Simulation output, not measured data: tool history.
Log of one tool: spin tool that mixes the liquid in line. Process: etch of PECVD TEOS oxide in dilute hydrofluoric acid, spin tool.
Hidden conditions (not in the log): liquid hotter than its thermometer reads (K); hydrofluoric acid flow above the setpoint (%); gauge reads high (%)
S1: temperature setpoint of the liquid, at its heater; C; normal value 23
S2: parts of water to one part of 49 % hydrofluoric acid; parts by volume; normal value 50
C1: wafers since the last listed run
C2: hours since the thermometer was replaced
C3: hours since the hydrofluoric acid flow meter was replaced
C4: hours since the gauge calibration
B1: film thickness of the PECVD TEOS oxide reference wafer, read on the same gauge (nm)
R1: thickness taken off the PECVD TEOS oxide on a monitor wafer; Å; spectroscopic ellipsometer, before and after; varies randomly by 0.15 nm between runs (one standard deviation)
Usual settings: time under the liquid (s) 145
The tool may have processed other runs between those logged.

Run 1, hour 0: usual settings; C1 0; C2 1200.5; C3 2288.3; C4 129.5; B1 39.98. Result: R1 478.9 Å.
Run 2, hour 17.5: usual settings; C1 155; C2 1218; C3 2305.8; C4 147; B1 39.95. Result: R1 480.8 Å.
Run 3, hour 29.1: usual settings; C1 102; C2 1229.6; C3 2317.4; C4 158.6; B1 40. Result: R1 481.8 Å.
Run 4, hour 43.6: usual settings but time under the liquid (s) 125; C1 128; C2 1244.1; C3 2331.9; C4 173.1; B1 39.99. Result: R1 419.1 Å.
Run 5, hour 51.7: usual settings but time under the liquid (s) 125; C1 71; C2 1252.2; C3 2340; C4 181.2; B1 40.03. Result: R1 416.9 Å.
Run 6, hour 60.4: usual settings but time under the liquid (s) 125; C1 77; C2 1260.9; C3 2348.7; C4 189.9; B1 40.01. Result: R1 417.7 Å.
Run 7, hour 73.8: usual settings but S1 24.5 C; C1 118; C2 1274.3; C3 2362.1; C4 203.3; B1 40. Result: R1 516.6 Å.
Run 8, hour 88.6: usual settings but S1 24.5 C; C1 131; C2 1289.1; C3 2376.9; C4 218.1; B1 40.01. Result: R1 514.6 Å.
Run 9, hour 96.8: usual settings but S1 24.5 C; C1 72; C2 1297.3; C3 2385.1; C4 226.3; B1 40. Result: R1 516.9 Å.
Run 10, hour 105.2: usual settings; C1 74; C2 1305.7; C3 2393.5; C4 234.7; B1 39.98. Result: R1 485.8 Å.
Run 11, hour 118: usual settings; C1 113; C2 1318.5; C3 2406.3; C4 247.5; B1 39.99. Result: R1 487.1 Å.
Run 12, hour 131.3: usual settings but S1 21 C; C1 117; C2 1331.8; C3 2419.6; C4 260.8; B1 40.04. Result: R1 446.5 Å.
Run 13, hour 141.9: usual settings but S1 21 C; C1 93; C2 1342.4; C3 2430.2; C4 271.4; B1 40. Result: R1 450.7 Å.
Run 14, hour 152: usual settings; C1 89; C2 1352.5; C3 2440.3; C4 281.5; B1 40. Result: R1 489.9 Å.
Run 15, hour 162.3: usual settings but S1 26 C, S2 70 parts by volume, time under the liquid (s) 210; C1 91; C2 1362.8; C3 2450.6; C4 291.8; B1 40.02. Result: R1 551.7 Å.
Run 16, hour 171: usual settings but S1 26 C, S2 35 parts by volume; C1 77; C2 1371.5; C3 2459.3; C4 300.5; B1 40. Result: R1 807.6 Å.
Run 17, hour 185.7: usual settings; C1 130; C2 1386.2; C3 2474; C4 315.2; B1 39.99. Result: R1 488.6 Å.
At hour 195.3: hydrofluoric acid flow meter replaced.
Run 18, hour 199.3: usual settings but S1 24.5 C; C1 111; C2 1399.8; C3 4; C4 328.8; B1 39.99. Result: R1 453.6 Å.
Run 19, hour 206.5: usual settings but S1 24.5 C, S2 30 parts by volume, time under the liquid (s) 95; C1 63; C2 1407; C3 11.2; C4 336; B1 40.01. Result: R1 513.6 Å.
Run 20, hour 219.3: usual settings but S1 21 C, S2 75 parts by volume; C1 113; C2 1419.8; C3 24; C4 348.8; B1 40.01. Result: R1 255.6 Å.
Run 21, hour 231.1: usual settings but S1 19 C; C1 104; C2 1431.6; C3 35.8; C4 360.6; B1 39.95. Result: R1 363.4 Å.
At hour 239.8: thermometer replaced.
At hour 240.9: gauge calibrated.
Run 22, hour 246.4: usual settings but S1 27 C, time under the liquid (s) 90; C1 126; C2 6.6; C3 51.1; C4 5.5; B1 40.01. Result: R1 286.2 Å.
Run 23, hour 261.7: usual settings but S1 24.5 C, S2 70 parts by volume; C1 135; C2 21.9; C3 66.4; C4 20.8; B1 40. Result: R1 288.1 Å.
Run 24, hour 273.5: usual settings but S1 26 C, S2 65 parts by volume, time under the liquid (s) 230; C1 104; C2 33.7; C3 78.2; C4 32.6; B1 40.02. Result: R1 531 Å.
Run 25, hour 290.3: usual settings but S1 18.5 C, S2 35 parts by volume; C1 148; C2 50.5; C3 95; C4 49.4; B1 40.04. Result: R1 471.6 Å.
Run 26, hour 299.7: usual settings; C1 83; C2 59.9; C3 104.4; C4 58.8; B1 40. Result: R1 390.9 Å.
Run 27, hour 316.9: usual settings; C1 152; C2 77.1; C3 121.6; C4 76; B1 40.03. Result: R1 396.6 Å.
Run 28, hour 354.1: usual settings but S1 21 C; C1 329; C2 114.3; C3 158.8; C4 113.2; B1 39.98. Result: R1 363 Å.

For each entry between runs, how does the tool's hidden state at the last listed run before it compare with that at the first listed run after it?
Between runs 17 and 18: hydrofluoric acid flow meter replaced (hour 195.3)
  liquid hotter than its thermometer reads (K): 2.57 -> 2.59; hydrofluoric acid flow above the setpoint (%): 14.3 -> 0.69
  measured result minus the result with no hidden state, R1: +107.1 -> +48.2 Å
Between runs 21 and 22: thermometer replaced (hour 239.8); gauge calibrated (hour 240.9)
  liquid hotter than its thermometer reads (K): 2.64 -> 0.182; hydrofluoric acid flow above the setpoint (%): 0.864 -> 0.948
  measured result minus the result with no hidden state, R1: +41.5 -> +4.9 Å
